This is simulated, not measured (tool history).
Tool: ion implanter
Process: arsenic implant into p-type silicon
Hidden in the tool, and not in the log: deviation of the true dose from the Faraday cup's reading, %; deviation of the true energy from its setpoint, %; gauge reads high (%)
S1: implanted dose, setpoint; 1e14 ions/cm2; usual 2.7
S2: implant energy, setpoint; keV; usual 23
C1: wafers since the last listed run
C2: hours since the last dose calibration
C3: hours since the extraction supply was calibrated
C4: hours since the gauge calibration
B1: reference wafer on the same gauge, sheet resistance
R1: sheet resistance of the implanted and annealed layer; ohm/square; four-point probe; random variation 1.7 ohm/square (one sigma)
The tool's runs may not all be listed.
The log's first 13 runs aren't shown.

| run | hour | S1 | S2 | C1 | C2 | C3 | C4 | B1 | R1 |
|---|---|---|---|---|---|---|---|---|---|
| 14 | 791 | 2.7 | 23 | 251 | 49.1 | 5761.5 | 633.9 | 329.22 | 289.13 |
| 15 | 816.7 | 2.7 | 23 | 245 | 74.8 | 5787.2 | 659.6 | 329.4 | 293.34 |
| 16 | 857.5 | 2.7 | 23 | 390 | 115.6 | 5828 | 700.4 | 328.76 | 291.24 |
| 17 | 884.6 | 2.7 | 23 | 259 | 142.7 | 5855.1 | 727.5 | 329 | 290.34 |
| 18 | 911.7 | 2.7 | 19 | 259 | 169.8 | 5882.2 | 754.6 | 329.33 | 300.48 |
| 19 | 961.3 | 2.7 | 19 | 474 | 219.4 | 5931.8 | 804.2 | 329.32 | 303.66 |
| 20 | 1005.3 | 2.7 | 19 | 421 | 263.4 | 5975.8 | 848.2 | 328.96 | 300.55 |
| 21 | 1030.4 | 2.7 | 16.5 | 240 | 288.5 | 6000.9 | 873.3 | 329.32 | 308.22 |
|  | 1078.1 | extraction supply calibrated |
| 22 | 1084.6 | 1.98 | 17.5 | 442 | 342.7 | 6.5 | 927.5 | 329.13 | 388.36 |
| 23 | 1156.4 | 3.5 | 30 | 687 | 414.5 | 78.3 | 999.3 | 328.53 | 235.67 |
| 24 | 1181 | 3.5 | 28 | 235 | 439.1 | 102.9 | 1023.9 | 327.96 | 241.21 |
| 25 | 1220.1 | 2.7 | 23 | 374 | 478.2 | 142 | 1063 | 328.63 | 300.5 |
| 26 | 1283.2 | 2.7 | 23 | 603 | 541.3 | 205.1 | 1126.1 | 329.39 | 298.11 |
| 27 | 1352.8 | 2.7 | 23 | 666 | 610.9 | 274.7 | 1195.7 | 329.72 | 300.24 |
|  | 1406.1 | gauge calibrated |
|  | 1550 | Faraday cup replaced and dose calibrated |
| 28 | 1562.7 | 2.7 | 23 | 1932 | 12.7 | 484.6 | 156.6 | 329.48 | 289.67 |
| 29 | 1591 | 3.25 | 26 | 270 | 41 | 512.9 | 184.9 | 328.41 | 248.4 |
| 30 | 1656.8 | 2.7 | 23 | 629 | 106.8 | 578.7 | 250.7 | 329.02 | 293.93 |
| 31 | 1721.4 | 3.08 | 23 | 618 | 171.4 | 643.3 | 315.3 | 328.96 | 264.04 |
| 32 | 1753.2 | 3.15 | 23 | 304 | 203.2 | 675.1 | 347.1 | 328.43 | 258.94 |
| 33 | 1778.3 | 2.7 | 23 | 240 | 228.3 | 700.2 | 372.2 | 329.15 | 292.14 |
| 34 | 1808.9 | 2.7 | 23 | 292 | 258.9 | 730.8 | 402.8 | 329.29 | 298.9 |
| 35 | 1870.3 | 2.04 | 16.5 | 587 | 320.3 | 792.2 | 464.2 | 328.89 | 381.36 |
| 36 | 1928.8 | 3.1 | 23 | 559 | 378.8 | 850.7 | 522.7 | 330 | 270.89 |
| 37 | 1993.3 | 3.06 | 26 | 617 | 443.3 | 915.2 | 587.2 | 329.81 | 265.98 |
| 38 | 2020.4 | 3.39 | 23 | 259 | 470.4 | 942.3 | 614.3 | 329.15 | 253.15 |

Forecast each of these 3 alternatives for the next run:
| A | 2020.8 | 2.7 | 23 | 3 | 470.8 | 942.7 | 614.7 | ? | ? |
| B | 2020.8 | 2.91 | 16.5 | 3 | 470.8 | 942.7 | 614.7 | ? | ? |
| C | 2020.8 | 3.42 | 27.5 | 3 | 470.8 | 942.7 | 614.7 | ? | ? |

| run | B1 | R1 |
|---|---|---|
| A | 329.23 | 301.1 |
| B | 329.23 | 296.79 |
| C | 329.23 | 245.92 |
Without the tool's hidden state the same runs would have given:
| run | R1 |
|---|---|
| A | 292.74 |
| B | 288.5 |
| C | 239.05 |
